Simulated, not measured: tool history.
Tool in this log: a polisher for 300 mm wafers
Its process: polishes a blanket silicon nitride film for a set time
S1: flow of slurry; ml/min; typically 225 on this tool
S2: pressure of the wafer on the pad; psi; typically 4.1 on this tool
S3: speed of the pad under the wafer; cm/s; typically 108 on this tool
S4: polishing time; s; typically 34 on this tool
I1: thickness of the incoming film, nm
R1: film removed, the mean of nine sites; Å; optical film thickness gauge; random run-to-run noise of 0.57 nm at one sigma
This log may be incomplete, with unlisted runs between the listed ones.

{"run": 1, "day": 0.0, "S1": 225, "S2": 4.1, "S3": 120, "S4": 34, "I1": 461.0, "R1": 678}
{"run": 2, "day": 0.346, "S1": 225, "S2": 4.1, "S3": 120, "S4": 34, "I1": 468.9, "R1": 675}
{"run": 3, "day": 0.962, "S1": 225, "S2": 4.1, "S3": 120, "S4": 34, "I1": 459.4, "R1": 671}
{"run": 4, "day": 1.383, "S1": 225, "S2": 4.1, "S3": 108, "S4": 34, "I1": 449.4, "R1": 605}
{"run": 5, "day": 2.046, "S1": 225, "S2": 4.1, "S3": 108, "S4": 34, "I1": 463.3, "R1": 586}
{"run": 6, "day": 2.658, "S1": 225, "S2": 4.1, "S3": 108, "S4": 34, "I1": 457.8, "R1": 576}
{"run": 7, "day": 3.133, "S1": 225, "S2": 4.1, "S3": 108, "S4": 34, "I1": 462.5, "R1": 572}
{"run": 8, "day": 3.612, "S1": 225, "S2": 4.1, "S3": 108, "S4": 34, "I1": 451.6, "R1": 558}
{"day": 4.133, "done": "worn pad replaced by a new one"}
{"run": 9, "day": 4.154, "S1": 225, "S2": 4.1, "S3": 108, "S4": 43, "I1": 453.1, "R1": 816}
{"run": 10, "day": 4.475, "S1": 225, "S2": 4.1, "S3": 108, "S4": 34, "I1": 464.9, "R1": 645}
{"day": 4.617, "done": "head pressure recalibrated"}
{"day": 4.904, "done": "slurry nozzle cleaned"}
{"run": 11, "day": 5.004, "S1": 280, "S2": 3.4, "S3": 108, "S4": 42, "I1": 463.8, "R1": 702}
{"run": 12, "day": 5.383, "S1": 225, "S2": 4.6, "S3": 108, "S4": 28, "I1": 452.4, "R1": 573}
{"run": 13, "day": 6.0, "S1": 225, "S2": 3.6, "S3": 132, "S4": 34, "I1": 461.1, "R1": 688}
{"run": 14, "day": 6.717, "S1": 225, "S2": 4.1, "S3": 108, "S4": 34, "I1": 462.2, "R1": 630}
{"run": 15, "day": 7.125, "S1": 180, "S2": 4.1, "S3": 108, "S4": 34, "I1": 458.3, "R1": 617}
{"run": 16, "day": 7.525, "S1": 225, "S2": 4.1, "S3": 108, "S4": 34, "I1": 457.9, "R1": 628}
{"run": 17, "day": 8.125, "S1": 225, "S2": 3.5, "S3": 108, "S4": 34, "I1": 463.6, "R1": 558}

5 ways to go on from here, each from the tool as it stands after run 17. What would each give?
{"run": "A", "day": 8.142, "S1": 225, "S2": 4.1, "S3": 108, "S4": 34, "I1": 457.4, "R1": "?"}
{"run": "B", "day": 8.142, "S1": 225, "S2": 3.3, "S3": 140, "S4": 34, "I1": 457.4, "R1": "?"}
{"run": "C", "day": 8.142, "S1": 225, "S2": 5.3, "S3": 108, "S4": 31, "I1": 457.4, "R1": "?"}
{"run": "D", "day": 8.142, "S1": 225, "S2": 3.0, "S3": 132, "S4": 27, "I1": 457.4, "R1": "?"}
{"run": "E", "day": 8.142, "S1": 170, "S2": 3.7, "S3": 108, "S4": 31, "I1": 457.4, "R1": "?"}

run=A R1=616
run=B R1=654
run=C R1=677
run=D R1=466
run=E R1=501
With no hidden state in the tool, these same runs would have given:
run=A R1=641
run=B R1=680
run=C R1=704
run=D R1=485
run=E R1=521
